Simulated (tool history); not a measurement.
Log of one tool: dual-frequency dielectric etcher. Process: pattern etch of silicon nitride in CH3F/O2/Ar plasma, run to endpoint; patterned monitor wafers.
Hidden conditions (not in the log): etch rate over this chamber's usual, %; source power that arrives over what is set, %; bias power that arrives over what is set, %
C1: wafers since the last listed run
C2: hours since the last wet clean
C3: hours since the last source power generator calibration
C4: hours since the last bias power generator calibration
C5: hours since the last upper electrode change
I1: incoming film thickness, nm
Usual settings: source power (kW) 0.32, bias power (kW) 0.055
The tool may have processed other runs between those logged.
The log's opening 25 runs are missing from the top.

{"hour": 582.1, "done": "bias power generator calibrated"}
{"run": 26, "hour": 590.3, "source power (kW)": 0.39, "bias power (kW)": 0.06, "C1": 153, "C2": 127, "C3": 267.6, "C4": 8.2, "C5": 236.9, "I1": 47.45, "endpoint time (s)": 82.3}
{"run": 27, "hour": 616.6, "source power (kW)": 0.25, "bias power (kW)": 0.067, "C1": 195, "C2": 153.3, "C3": 293.9, "C4": 34.5, "C5": 263.2, "I1": 46.43, "endpoint time (s)": 92}
{"run": 28, "hour": 644.3, "source power (kW)": 0.32, "bias power (kW)": 0.055, "C1": 205, "C2": 181, "C3": 321.6, "C4": 62.2, "C5": 290.9, "I1": 47.13, "endpoint time (s)": 90.3}
{"run": 29, "hour": 660.5, "source power (kW)": 0.32, "bias power (kW)": 0.055, "C1": 120, "C2": 197.2, "C3": 337.8, "C4": 78.4, "C5": 307.1, "I1": 46.77, "endpoint time (s)": 89.7}
{"run": 30, "hour": 685.1, "source power (kW)": 0.39, "bias power (kW)": 0.049, "C1": 182, "C2": 221.8, "C3": 362.4, "C4": 103, "C5": 331.7, "I1": 46.82, "endpoint time (s)": 86.6}
{"run": 31, "hour": 713.7, "source power (kW)": 0.28, "bias power (kW)": 0.055, "C1": 212, "C2": 250.4, "C3": 391, "C4": 131.6, "C5": 360.3, "I1": 46.57, "endpoint time (s)": 94.8}
{"run": 32, "hour": 737.0, "source power (kW)": 0.32, "bias power (kW)": 0.043, "C1": 173, "C2": 273.7, "C3": 414.3, "C4": 154.9, "C5": 383.6, "I1": 46.72, "endpoint time (s)": 95.2}
{"run": 33, "hour": 755.1, "source power (kW)": 0.35, "bias power (kW)": 0.062, "C1": 134, "C2": 291.8, "C3": 432.4, "C4": 173, "C5": 401.7, "I1": 47.31, "endpoint time (s)": 86.6}
{"run": 34, "hour": 790.1, "source power (kW)": 0.32, "bias power (kW)": 0.068, "C1": 259, "C2": 326.8, "C3": 467.4, "C4": 208, "C5": 436.7, "I1": 46.74, "endpoint time (s)": 85.9}
{"run": 35, "hour": 809.4, "source power (kW)": 0.37, "bias power (kW)": 0.046, "C1": 143, "C2": 346.1, "C3": 486.7, "C4": 227.3, "C5": 456, "I1": 46.87, "endpoint time (s)": 89.5}
{"run": 36, "hour": 824.5, "source power (kW)": 0.4, "bias power (kW)": 0.059, "C1": 112, "C2": 361.2, "C3": 501.8, "C4": 242.4, "C5": 471.1, "I1": 46.76, "endpoint time (s)": 83}

What if the next run were any one of these 3? Each begins from the tool's condition after run 36:
{"run": "A", "hour": 824.9, "source power (kW)": 0.32, "bias power (kW)": 0.055, "C1": 2, "C2": 361.6, "C3": 502.2, "C4": 242.8, "C5": 471.5, "I1": 47.16, "endpoint time (s)": "?"}
{"run": "B", "hour": 824.9, "source power (kW)": 0.29, "bias power (kW)": 0.05, "C1": 2, "C2": 361.6, "C3": 502.2, "C4": 242.8, "C5": 471.5, "I1": 47.16, "endpoint time (s)": "?"}
{"run": "C", "hour": 824.9, "source power (kW)": 0.3, "bias power (kW)": 0.044, "C1": 2, "C2": 361.6, "C3": 502.2, "C4": 242.8, "C5": 471.5, "I1": 47.16, "endpoint time (s)": "?"}

run=A endpoint_time_(s)=92.3
run=B endpoint_time_(s)=97.7
run=C endpoint_time_(s)=99.3
The same runs, with their run-to-run variation unchanged, on a tool lacking any hidden condition would have given:
run=A endpoint_time_(s)=90.6
run=B endpoint_time_(s)=95.9
run=C endpoint_time_(s)=97.5
